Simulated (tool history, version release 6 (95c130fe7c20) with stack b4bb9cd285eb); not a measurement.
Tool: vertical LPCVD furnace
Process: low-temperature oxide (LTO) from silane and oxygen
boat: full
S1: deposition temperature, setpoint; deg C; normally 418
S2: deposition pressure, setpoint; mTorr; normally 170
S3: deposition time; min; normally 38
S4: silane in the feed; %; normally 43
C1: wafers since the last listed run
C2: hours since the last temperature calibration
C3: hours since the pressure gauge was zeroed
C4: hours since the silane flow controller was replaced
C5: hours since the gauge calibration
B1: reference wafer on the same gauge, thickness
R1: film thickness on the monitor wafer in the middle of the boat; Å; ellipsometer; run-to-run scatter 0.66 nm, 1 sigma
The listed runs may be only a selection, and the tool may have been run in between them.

Run 1, day 0.000: usual settings; C1 0; C2 1974.5; C3 3864.6; C4 5861.5; C5 416.9; B1 351.71. Result: R1 3883.9 Å.
Run 2, day 0.729: usual settings; C1 375; C2 1992.0; C3 3882.1; C4 5879.0; C5 434.4; B1 351.81. Result: R1 3872.8 Å.
Run 3, day 1.025: usual settings; C1 152; C2 1999.1; C3 3889.2; C4 5886.1; C5 441.5; B1 351.92. Result: R1 3870.4 Å.
At day 2.192: silane flow controller replaced.
Run 4, day 2.212: usual settings; C1 96; C2 2027.6; C3 3917.7; C4 0.5; C5 470.0; B1 352.33. Result: R1 3865.9 Å.
Run 5, day 2.371: usual settings; C1 81; C2 2031.4; C3 3921.5; C4 4.3; C5 473.8; B1 351.89. Result: R1 3870.3 Å.
Run 6, day 2.529: usual settings; C1 81; C2 2035.2; C3 3925.3; C4 8.1; C5 477.6; B1 351.99. Result: R1 3882.4 Å.
Run 7, day 2.683: usual settings; C1 79; C2 2038.9; C3 3929.0; C4 11.8; C5 481.3; B1 352.12. Result: R1 3875.8 Å.
Run 8, day 3.242: usual settings; C1 287; C2 2052.3; C3 3942.4; C4 25.2; C5 494.7; B1 352.02. Result: R1 3869.9 Å.
At day 4.412: thermocouples replaced and temperature profile calibrated.
Run 9, day 4.433: usual settings but S3 28 min; C1 98; C2 0.5; C3 3971.0; C4 53.8; C5 523.3; B1 352.04. Result: R1 2915.3 Å.
Run 10, day 4.588: usual settings but S2 150 mTorr, S4 38 %; C1 79; C2 4.2; C3 3974.7; C4 57.5; C5 527.0; B1 352.03. Result: R1 3046.3 Å.
Run 11, day 4.746: usual settings; C1 81; C2 8.0; C3 3978.5; C4 61.3; C5 530.8; B1 352.06. Result: R1 3950.2 Å.
Run 12, day 4.904: usual settings but S2 200 mTorr, S3 23 min; C1 81; C2 11.8; C3 3982.3; C4 65.1; C5 534.6; B1 351.98. Result: R1 2810.8 Å.
Run 13, day 5.062: usual settings but S1 422 deg C, S3 48 min; C1 81; C2 15.6; C3 3986.1; C4 68.9; C5 538.4; B1 352.15. Result: R1 5188.1 Å.
Run 14, day 5.496: usual settings; C1 222; C2 26.0; C3 3996.5; C4 79.3; C5 548.8; B1 352.08. Result: R1 3955.7 Å.
Run 15, day 6.238: usual settings; C1 381; C2 43.8; C3 4014.3; C4 97.1; C5 566.6; B1 351.98. Result: R1 3955.6 Å.
Run 16, day 6.871: usual settings; C1 325; C2 59.0; C3 4029.5; C4 112.3; C5 581.8; B1 352.17. Result: R1 3969.0 Å.
Run 17, day 7.396: usual settings but S1 423 deg C; C1 270; C2 71.6; C3 4042.1; C4 124.9; C5 594.4; B1 352.05. Result: R1 4172.9 Å.
At day 7.408: gauge calibrated.
At day 8.812: thermocouples replaced and temperature profile calibrated, repeated, since the last time left the tool worse.
Run 18, day 8.833: usual settings; C1 225; C2 0.5; C3 4076.6; C4 159.4; C5 34.2; B1 351.86. Result: R1 3773.3 Å.
Run 19, day 8.992: usual settings but S3 28 min; C1 81; C2 4.3; C3 4080.4; C4 163.2; C5 38.0; B1 351.80. Result: R1 2792.8 Å.
Run 20, day 9.150: usual settings but S3 34 min; C1 81; C2 8.1; C3 4084.2; C4 167.0; C5 41.8; B1 352.08. Result: R1 3385.6 Å.
Run 21, day 9.346: usual settings but S2 180 mTorr, S4 40 %; C1 100; C2 12.8; C3 4088.9; C4 171.7; C5 46.5; B1 351.62. Result: R1 3710.2 Å.
At day 10.650: pressure gauge zeroed.
Run 22, day 10.671: usual settings; C1 167; C2 44.6; C3 0.5; C4 203.5; C5 78.3; B1 352.14. Result: R1 3790.0 Å.
Run 23, day 10.829: usual settings but S3 32 min; C1 81; C2 48.4; C3 4.3; C4 207.3; C5 82.1; B1 351.94. Result: R1 3178.4 Å.

Run 24 is up next; what results do you expect?
Run 24, day 10.983: usual settings but S2 190 mTorr, S4 40 %; C1 79; C2 52.1; C3 8.0; C4 211.0; C5 85.8; B1 ?. Result: R1 ?.

B1: 352.03
R1: 3919.9 Å
With the hidden condition absent and the run-to-run variation left alone, this run would have shown R1 3901.9 Å.

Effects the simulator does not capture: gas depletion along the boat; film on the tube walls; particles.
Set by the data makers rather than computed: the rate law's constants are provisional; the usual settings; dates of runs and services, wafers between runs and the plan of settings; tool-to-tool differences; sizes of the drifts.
